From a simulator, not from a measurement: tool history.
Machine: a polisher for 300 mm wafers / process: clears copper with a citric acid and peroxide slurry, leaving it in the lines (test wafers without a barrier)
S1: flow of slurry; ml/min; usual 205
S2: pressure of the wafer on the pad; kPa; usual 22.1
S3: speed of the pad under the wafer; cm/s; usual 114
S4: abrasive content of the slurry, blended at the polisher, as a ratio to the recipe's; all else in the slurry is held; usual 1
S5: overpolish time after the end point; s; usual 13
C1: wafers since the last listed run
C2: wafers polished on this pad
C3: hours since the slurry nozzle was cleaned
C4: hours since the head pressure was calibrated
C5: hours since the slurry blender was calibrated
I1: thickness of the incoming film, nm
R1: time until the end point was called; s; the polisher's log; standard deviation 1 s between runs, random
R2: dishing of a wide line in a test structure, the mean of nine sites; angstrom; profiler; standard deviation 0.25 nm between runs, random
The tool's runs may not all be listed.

run,hour,S1,S2,S3,S4,S5,C1,C2,C3,C4,C5,I1,R1,R2
1,0,205,22.1,114,1,9,0,655,193.9,579.8,89.8,291.8,123.3,145
2,61.9,205,27.6,114,1,13,517,1172,255.8,641.7,151.7,290.1,108.6,206
# hour 98.5: head pressure recalibrated
3,106.8,205,27.6,114,1,13,358,1530,300.7,8.3,196.6,291.3,106.1,204
4,171.6,205,27.6,114,1,13,541,2072,365.5,73.1,261.4,290,107.4,205
5,218.5,205,22.1,114,1,13,391,2463,412.4,120,308.3,294.3,126.6,182
# hour 253.7: slurry nozzle cleaned
# hour 324.3: slurry blender recalibrated
6,326.1,205,22.1,114,1,13,873,3337,72.4,227.6,1.8,291.3,122.6,187
7,388.2,205,22.1,114,1,13,518,3856,134.5,289.7,63.9,285.9,119.1,184
# hour 405.1: worn pad replaced by a new one
8,470.5,205,22.1,114,1,13,654,546,216.8,372,146.2,290.6,120.7,179
9,554.3,205,26.9,114,1,13,700,1246,300.6,455.8,230,285.2,108,206
10,649.6,205,26.9,114,1,13,796,2042,395.9,551.1,325.3,287.6,109.6,200
# hour 765.9: slurry nozzle cleaned
# hour 799.5: head pressure recalibrated
# hour 804: slurry blender recalibrated
# hour 846: worn pad replaced by a new one
11,907.1,205,22.1,114,1,13,2076,510,141.2,107.6,103.1,290.9,123.2,185
12,993.3,205,22.1,114,1,13,720,1230,227.4,193.8,189.3,289.2,123.5,184
13,1045.6,205,22.1,114,1,13,436,1667,279.7,246.1,241.6,287.5,119.9,184
# hour 1220.7: slurry nozzle cleaned
14,1235,205,27.6,114,1,13,1574,3241,14.3,435.5,431,290.8,105.7,205
15,1305.2,205,22.1,98,1,13,586,3828,84.5,505.7,501.2,288.9,138.8,166
# hour 1343.9: worn pad replaced by a new one
# hour 1344.9: slurry blender recalibrated
# hour 1500.5: head pressure recalibrated
16,1516.8,205,22.1,94,0.85,13,1709,1419,296.1,16.3,171.9,295.7,158.1,159

For run 17, what comes out?
17,1576.8,205,22.1,114,1,13,501,1920,356.1,76.3,231.9,289.5,?,?

{"run 17": {"R1": 124.2, "R2": 183}}
With no hidden state in the tool, this same run would have given R1 119.7 s, R2 188 angstrom.

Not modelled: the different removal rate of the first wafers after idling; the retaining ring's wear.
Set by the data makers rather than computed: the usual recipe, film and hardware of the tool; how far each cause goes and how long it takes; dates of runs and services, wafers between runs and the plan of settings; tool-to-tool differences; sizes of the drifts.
